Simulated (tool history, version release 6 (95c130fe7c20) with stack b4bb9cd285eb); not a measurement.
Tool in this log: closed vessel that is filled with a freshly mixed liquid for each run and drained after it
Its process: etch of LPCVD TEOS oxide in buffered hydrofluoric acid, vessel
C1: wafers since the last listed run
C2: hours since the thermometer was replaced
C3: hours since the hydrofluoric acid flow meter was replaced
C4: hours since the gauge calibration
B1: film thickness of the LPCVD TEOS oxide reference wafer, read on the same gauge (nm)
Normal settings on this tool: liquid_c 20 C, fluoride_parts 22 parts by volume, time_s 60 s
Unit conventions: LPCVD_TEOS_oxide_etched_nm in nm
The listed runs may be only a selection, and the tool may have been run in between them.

Run 1, day 0: usual settings; C1 0; C2 1755.2; C3 82.8; C4 892.5; B1 124.64. Result: LPCVD_TEOS_oxide_etched_nm 134.43 nm.
Run 2, day 1.021: usual settings; C1 3000; C2 1779.7; C3 107.3; C4 917; B1 124.84. Result: LPCVD_TEOS_oxide_etched_nm 134.12 nm.
Run 3, day 1.75: usual settings; C1 2143; C2 1797.2; C3 124.8; C4 934.5; B1 124.99. Result: LPCVD_TEOS_oxide_etched_nm 132.8 nm.
Run 4, day 3.158: usual settings but fluoride_parts 24.5 parts by volume; C1 4139; C2 1831; C3 158.6; C4 968.3; B1 125.31. Result: LPCVD_TEOS_oxide_etched_nm 126.18 nm.
Run 5, day 4.362: usual settings but fluoride_parts 24.5 parts by volume; C1 3539; C2 1859.9; C3 187.5; C4 997.2; B1 125.6. Result: LPCVD_TEOS_oxide_etched_nm 127.69 nm.
At day 4.95: gauge calibrated.
Run 6, day 4.979: usual settings but time_s 40 s; C1 1812; C2 1874.7; C3 202.3; C4 0.7; B1 120.02. Result: LPCVD_TEOS_oxide_etched_nm 87.02 nm.
Run 7, day 6.438: usual settings; C1 4286; C2 1909.7; C3 237.3; C4 35.7; B1 120.01. Result: LPCVD_TEOS_oxide_etched_nm 128.4 nm.
Run 8, day 7.321: usual settings but liquid_c 17 C; C1 2596; C2 1930.9; C3 258.5; C4 56.9; B1 120.03. Result: LPCVD_TEOS_oxide_etched_nm 108.34 nm.
Run 9, day 8.792: usual settings but fluoride_parts 19 parts by volume, time_s 45 s; C1 4322; C2 1966.2; C3 293.8; C4 92.2; B1 120.03. Result: LPCVD_TEOS_oxide_etched_nm 109.83 nm.
Run 10, day 9.317: usual settings; C1 1542; C2 1978.8; C3 306.4; C4 104.8; B1 120.07. Result: LPCVD_TEOS_oxide_etched_nm 131.11 nm.
Run 11, day 10.717: usual settings but liquid_c 17 C, fluoride_parts 29.5 parts by volume; C1 4114; C2 2012.4; C3 340; C4 138.4; B1 120.09. Result: LPCVD_TEOS_oxide_etched_nm 89.88 nm.
Run 12, day 11.608: usual settings but liquid_c 21.5 C, time_s 70 s; C1 2620; C2 2033.8; C3 361.4; C4 159.8; B1 120.11. Result: LPCVD_TEOS_oxide_etched_nm 163.98 nm.
Run 13, day 12.162: usual settings; C1 1628; C2 2047.1; C3 374.7; C4 173.1; B1 120.17. Result: LPCVD_TEOS_oxide_etched_nm 131.65 nm.
Run 14, day 13.346: usual settings; C1 3477; C2 2075.5; C3 403.1; C4 201.5; B1 120.22. Result: LPCVD_TEOS_oxide_etched_nm 131.27 nm.
Run 15, day 14.746: usual settings but fluoride_parts 28.5 parts by volume; C1 4114; C2 2109.1; C3 436.7; C4 235.1; B1 120.28. Result: LPCVD_TEOS_oxide_etched_nm 108 nm.
At day 16.208: thermometer replaced.
Run 16, day 16.508: usual settings but fluoride_parts 24.5 parts by volume; C1 5057; C2 7.2; C3 479; C4 277.4; B1 120.39. Result: LPCVD_TEOS_oxide_etched_nm 121.62 nm.
Run 17, day 17.988: usual settings; C1 4347; C2 42.7; C3 514.5; C4 312.9; B1 120.48. Result: LPCVD_TEOS_oxide_etched_nm 132.15 nm.
Run 18, day 18.946: usual settings but liquid_c 17 C, fluoride_parts 15.5 parts by volume, time_s 80 s; C1 2816; C2 65.7; C3 537.5; C4 335.9; B1 120.55. Result: LPCVD_TEOS_oxide_etched_nm 204.4 nm.
Run 19, day 19.546: usual settings but liquid_c 17 C, fluoride_parts 18 parts by volume; C1 1763; C2 80.1; C3 551.9; C4 350.3; B1 120.6. Result: LPCVD_TEOS_oxide_etched_nm 130.85 nm.
Run 20, day 20.646: usual settings but fluoride_parts 13 parts by volume; C1 3232; C2 106.5; C3 578.3; C4 376.7; B1 120.68. Result: LPCVD_TEOS_oxide_etched_nm 214.19 nm.
Run 21, day 22.05: usual settings but time_s 45 s; C1 4126; C2 140.2; C3 612; C4 410.4; B1 120.84. Result: LPCVD_TEOS_oxide_etched_nm 99.26 nm.
Run 22, day 22.825: usual settings but liquid_c 17 C, fluoride_parts 18 parts by volume, time_s 30 s; C1 2277; C2 158.8; C3 630.6; C4 429; B1 120.89. Result: LPCVD_TEOS_oxide_etched_nm 64.87 nm.
Run 23, day 24.046: usual settings but liquid_c 21.5 C, fluoride_parts 28.5 parts by volume, time_s 80 s; C1 3588; C2 188.1; C3 659.9; C4 458.3; B1 121.02. Result: LPCVD_TEOS_oxide_etched_nm 160.62 nm.
Run 24, day 25.188: usual settings but liquid_c 17 C, time_s 45 s; C1 3355; C2 215.5; C3 687.3; C4 485.7; B1 121.16. Result: LPCVD_TEOS_oxide_etched_nm 83.58 nm.
Run 25, day 26.262: usual settings but liquid_c 22 C, fluoride_parts 30 parts by volume, time_s 85 s; C1 3159; C2 241.3; C3 713.1; C4 511.5; B1 121.29. Result: LPCVD_TEOS_oxide_etched_nm 169.91 nm.
Run 26, day 30.517: usual settings but fluoride_parts 24.5 parts by volume; C1 12503; C2 343.4; C3 815.2; C4 613.6; B1 121.85. Result: LPCVD_TEOS_oxide_etched_nm 122.77 nm.
Run 27, day 31.546: usual settings but liquid_c 17 C, fluoride_parts 24.5 parts by volume, time_s 70 s; C1 3024; C2 368.1; C3 839.9; C4 638.3; B1 122.01. Result: LPCVD_TEOS_oxide_etched_nm 120.76 nm.
Run 28, day 32.404: usual settings but liquid_c 17 C, fluoride_parts 27.5 parts by volume; C1 2522; C2 388.7; C3 860.5; C4 658.9; B1 122.12. Result: LPCVD_TEOS_oxide_etched_nm 95.1 nm.
Run 29, day 32.946: usual settings; C1 1591; C2 401.7; C3 873.5; C4 671.9; B1 122.2. Result: LPCVD_TEOS_oxide_etched_nm 130.07 nm.
Run 30, day 34.383: usual settings; C1 4224; C2 436.2; C3 908; C4 706.4; B1 122.45. Result: LPCVD_TEOS_oxide_etched_nm 131.6 nm.
Run 31, day 34.962: usual settings but liquid_c 21.5 C, fluoride_parts 30 parts by volume; C1 1702; C2 450.1; C3 921.9; C4 720.3; B1 122.58. Result: LPCVD_TEOS_oxide_etched_nm 114.94 nm.
Run 32, day 36.029: usual settings but time_s 90 s; C1 3134; C2 475.7; C3 947.5; C4 745.9; B1 122.72. Result: LPCVD_TEOS_oxide_etched_nm 201.48 nm.

5 ways to go on from here, each from the tool as it stands after run 32. What would each give?
Run A, day 36.058: usual settings; C1 85; C2 476.4; C3 948.2; C4 746.6; B1 ?. Result: LPCVD_TEOS_oxide_etched_nm ?.
Run B, day 36.058: usual settings but fluoride_parts 14 parts by volume; C1 85; C2 476.4; C3 948.2; C4 746.6; B1 ?. Result: LPCVD_TEOS_oxide_etched_nm ?.
Run C, day 36.058: usual settings but fluoride_parts 19.5 parts by volume, time_s 45 s; C1 85; C2 476.4; C3 948.2; C4 746.6; B1 ?. Result: LPCVD_TEOS_oxide_etched_nm ?.
Run D, day 36.058: usual settings but liquid_c 17 C, time_s 90 s; C1 85; C2 476.4; C3 948.2; C4 746.6; B1 ?. Result: LPCVD_TEOS_oxide_etched_nm ?.
Run E, day 36.058: usual settings but liquid_c 24 C; C1 85; C2 476.4; C3 948.2; C4 746.6; B1 ?. Result: LPCVD_TEOS_oxide_etched_nm ?.

run      B1  LPCVD_TEOS_oxide_etched_nm
  A  122.74                      133.74
  B  122.74                         203
  C  122.74                      109.84
  D  122.74                      169.21
  E  122.74                      166.98
Without the tool's unlogged condition, the same runs would have read:
run  LPCVD_TEOS_oxide_etched_nm
  A                      130.76
  B                      198.49
  C                      107.39
  D                      165.44
  E                      163.26
